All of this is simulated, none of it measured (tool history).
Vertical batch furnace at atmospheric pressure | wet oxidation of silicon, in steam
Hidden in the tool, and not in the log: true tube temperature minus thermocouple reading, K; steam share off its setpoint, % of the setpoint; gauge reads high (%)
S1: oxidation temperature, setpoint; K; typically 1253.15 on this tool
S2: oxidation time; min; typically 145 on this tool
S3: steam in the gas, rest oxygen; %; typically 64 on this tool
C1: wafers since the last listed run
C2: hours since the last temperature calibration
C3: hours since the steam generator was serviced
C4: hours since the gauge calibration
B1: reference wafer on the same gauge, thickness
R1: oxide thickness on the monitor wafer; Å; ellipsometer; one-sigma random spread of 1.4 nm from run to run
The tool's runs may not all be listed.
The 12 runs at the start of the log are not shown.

run	day	S1	S2	S3	C1	C2	C3	C4	B1	R1
13	10.225	1253.15	145	64	71	14.6	36.4	771.1	466.03	4398.2
14	11.021	1253.15	145	64	194	33.7	55.5	790.2	465.83	4433.8
15	12.058	1253.15	145	64	253	58.6	80.4	815.1	465.6	4400.9
# day 12.742: gauge calibrated
16	13.096	1253.15	145	64	253	83.5	105.3	8.5	466.77	4436.8
17	13.779	1253.15	145	64	167	99.9	121.7	24.9	466.42	4420.6
18	14.321	1235.15	145	64	132	112.9	134.7	37.9	466.11	3881.9
19	14.921	1243.15	145	75	146	127.3	149.1	52.3	466.98	4565.7
20	15.875	1268.15	199.5	72	233	150.2	172	75.2	466.46	6373.7
21	16.396	1275.15	145	60	127	162.7	184.5	87.7	466.26	4885.6
22	17.338	1239.15	145	64	230	185.3	207.1	110.3	466.32	4010.7
23	18.129	1253.15	184.5	74	193	204.3	226.1	129.3	466.11	5658
24	18.917	1253.15	123.5	64	192	223.2	245	148.2	466.38	3968.7
25	19.746	1253.15	209.5	71	202	243.1	264.9	168.1	465.86	5939.3
26	21.008	1253.15	173	68	308	273.4	295.2	198.4	466.56	5139.1
27	21.867	1253.15	180	55	209	294	315.8	219	465.65	4609.5
28	25.029	1271.15	145	73	773	369.9	391.7	294.9	466.2	5379.7
29	26.033	1238.15	166.5	68	245	394	415.8	319	466.17	4548.7
30	26.958	1253.15	145	64	226	416.2	438	341.2	466.06	4431.5
31	27.938	1230.15	145	74	239	439.7	461.5	364.7	466.44	4142.5
32	30.079	1245.15	201.5	57	523	491.1	512.9	416.1	465.52	4817.2
33	30.838	1253.15	145	64	185	509.3	531.1	434.3	465.99	4404.5

Estimate the outcome of run 34 from the log above:
34	31.746	1268.15	177	64	222	531.1	552.9	456.1	?	?

Logged for run 34: B1 465.57, R1 5571.6 Å.
Were there no unlogged condition in the tool, this run, its random variation unchanged, would have produced R1 5549.4 Å.

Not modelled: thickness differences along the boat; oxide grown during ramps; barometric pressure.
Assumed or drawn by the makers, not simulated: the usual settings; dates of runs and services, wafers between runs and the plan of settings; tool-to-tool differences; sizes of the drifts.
